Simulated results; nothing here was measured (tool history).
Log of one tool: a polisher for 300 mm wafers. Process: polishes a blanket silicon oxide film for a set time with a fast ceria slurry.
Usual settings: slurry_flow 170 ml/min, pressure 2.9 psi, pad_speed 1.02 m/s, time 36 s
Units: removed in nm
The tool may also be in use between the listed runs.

run    hour  slurry_flow  pressure  pad_speed  time  incoming thickness of the incoming film, nm  removed
  1       0          170       2.9       1.02    36                                       1658.5    758.7
       28.1  -- worn pad replaced by a new one
  2    87.9          170       2.9       1.02    36                                       1654.5    774.6
       95.1  -- slurry nozzle cleaned
  3   166.9          170       2.9       1.02    36                                       1658.6    768.4
  4   263.2          170       2.9       1.02    36                                       1635.1    775.1
  5     329          170       2.9       1.02    36                                       1635.2    771.9
  6   369.4          170       2.9       1.02    36                                       1648.4    776.3
  7   426.9          170       2.9       1.02    36                                       1676.2    785.5
  8   498.9          170       2.9       1.02    36                                       1693.8    774.4
  9     597          170       2.9       1.02    36                                       1681.1      778
      606.8  -- worn pad replaced by a new one
 10     661          200       3.4       1.02    36                                       1636.9    898.4
      723.7  -- head pressure recalibrated
 11   759.5          200       3.4       1.02    36                                       1668.2    844.4
 12   824.5          170       2.9       1.02    36                                       1651.5    743.4
 13   869.3          170       2.9       1.02    36                                       1656.7    748.9
      941.9  -- slurry nozzle cleaned
 14   946.8          170       2.9       1.02    36                                         1654    768.4
 15    1044          170       2.9       1.02    36                                       1651.7    767.2
 16    1093          170       2.9       1.02    36                                       1668.4    759.4
 17  1135.3          170       2.9       1.18    36                                       1670.4      871
     1201.2  -- worn pad replaced by a new one
 18    1229          145       2.2       1.02    36                                       1664.9      595
 19  1282.3          170       2.9       1.02    36                                       1656.9    767.8
 20  1371.5          215       2.6       0.78    36                                       1671.7    577.4

Forecast run 21:
 21  1446.1          170       2.9       1.02    29                                       1661.8        ?

Run 21 gave removed 631.2 nm.
Without the tool's hidden state the same run would have given removed 584.5 nm.
